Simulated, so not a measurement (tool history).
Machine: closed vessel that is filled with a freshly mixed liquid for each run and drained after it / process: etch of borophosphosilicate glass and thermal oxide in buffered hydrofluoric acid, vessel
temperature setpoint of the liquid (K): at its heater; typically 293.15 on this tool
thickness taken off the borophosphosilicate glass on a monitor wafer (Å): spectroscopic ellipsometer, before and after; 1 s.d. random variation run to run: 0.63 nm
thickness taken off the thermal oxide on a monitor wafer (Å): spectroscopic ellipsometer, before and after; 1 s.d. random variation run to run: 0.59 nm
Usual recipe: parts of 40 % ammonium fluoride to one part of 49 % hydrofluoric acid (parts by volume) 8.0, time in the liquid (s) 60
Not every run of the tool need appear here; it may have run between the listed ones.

run,hour,temperature setpoint of the liquid (K),parts of 40 % ammonium fluoride to one part of 49 % hydrofluoric acid (parts by volume),time in the liquid (s),"read-back film thickness of the borophosphosilicate glass reference wafer, read on the same gauge (nm)","read-back film thickness of the thermal oxide reference wafer, read on the same gauge (nm)",thickness taken off the borophosphosilicate glass on a monitor wafer (Å),thickness taken off the thermal oxide on a monitor wafer (Å)
1,0.0,290.15,8.0,60,59.99,130.00,1494.0,530.5
2,69.1,290.65,8.0,60,59.99,130.01,1532.9,552.1
3,132.0,290.65,8.0,60,60.01,130.02,1527.8,539.8
# hour 152.1: hydrofluoric acid flow meter replaced
4,174.4,290.65,8.0,60,59.99,130.01,1540.7,547.2
5,237.5,293.15,8.0,60,59.99,130.00,1766.2,637.4
6,290.3,293.15,8.0,60,59.99,129.99,1774.9,633.6
7,357.0,296.65,7.0,60,60.00,130.02,2486.1,882.1
8,426.1,296.65,7.0,60,60.02,130.00,2504.6,879.1
9,485.2,296.65,7.0,60,60.02,130.00,2513.4,891.4
10,532.9,293.15,8.0,60,60.00,130.03,1788.0,630.1
11,602.9,295.15,8.0,75,59.99,130.04,2507.2,899.5
12,638.4,295.15,8.0,75,59.99,129.99,2515.1,891.5
# hour 702.1: thermometer replaced
13,708.2,297.15,10.0,60,60.02,130.02,1909.7,687.6
14,774.7,295.65,10.5,50,59.98,130.00,1409.7,493.1
# hour 800.9: gauge calibrated
# hour 832.5: hydrofluoric acid flow meter replaced
15,837.5,293.15,8.0,60,60.01,130.01,1869.8,663.8
# hour 974.8: thermometer replaced, repeated, since the last time left the tool worse
16,1043.7,293.15,8.0,60,60.01,130.01,1742.6,619.4
17,1095.6,293.15,6.0,60,59.99,130.01,2304.1,811.5
18,1144.4,293.15,8.0,45,59.98,130.00,1305.2,461.4
19,1168.8,293.15,8.0,60,59.99,130.01,1744.8,608.8
20,1238.9,297.15,9.0,80,60.00,129.96,2547.9,909.7
21,1275.2,293.15,8.0,80,60.00,130.01,2344.2,837.0
22,1340.0,290.65,8.0,60,60.00,129.99,1524.5,544.9
23,1401.4,294.65,6.0,30,59.99,129.97,1276.9,448.9
24,1456.8,293.15,5.5,60,60.01,130.01,2534.2,903.7

A few steps of thickness taken off the borophosphosilicate glass on a monitor wafer (Å) between consecutive runs. Split each: what settings, incoming material and random variation would produce without the hidden state, and what is left over for the hidden state, along with gauge scatter present in only one of the two compared results (measured, and without hidden state):
The tool's hidden condition here consists of: liquid hotter than its thermometer reads (K); hydrofluoric acid flow above the setpoint (%); gauge reads high (%).
Run 14 -> 15: temperature setpoint of the liquid (K) 295.65 -> 293.15, parts of 40 % ammonium fluoride to one part of 49 % hydrofluoric acid (parts by volume) 10.5 -> 8.0, time in the liquid (s) 50 -> 60, gauge calibrated, hydrofluoric acid flow meter replaced. thickness taken off the borophosphosilicate glass on a monitor wafer (Å) +460.1: hidden state +44.8, all else +415.3.
Run 15 -> 16: thermometer replaced, repeated, since the last time left the tool worse. thickness taken off the borophosphosilicate glass on a monitor wafer (Å) -127.2: hidden state -140.9, all else +13.7.
Run 17 -> 18: parts of 40 % ammonium fluoride to one part of 49 % hydrofluoric acid (parts by volume) 6.0 -> 8.0, time in the liquid (s) 60 -> 45. thickness taken off the borophosphosilicate glass on a monitor wafer (Å) -998.9: hidden state -8.9, all else -990.0.
Run 23 -> 24: temperature setpoint of the liquid (K) 294.65 -> 293.15, parts of 40 % ammonium fluoride to one part of 49 % hydrofluoric acid (parts by volume) 6.0 -> 5.5, time in the liquid (s) 30 -> 60. thickness taken off the borophosphosilicate glass on a monitor wafer (Å) +1257.3: hidden state +42.3, all else +1215.0.
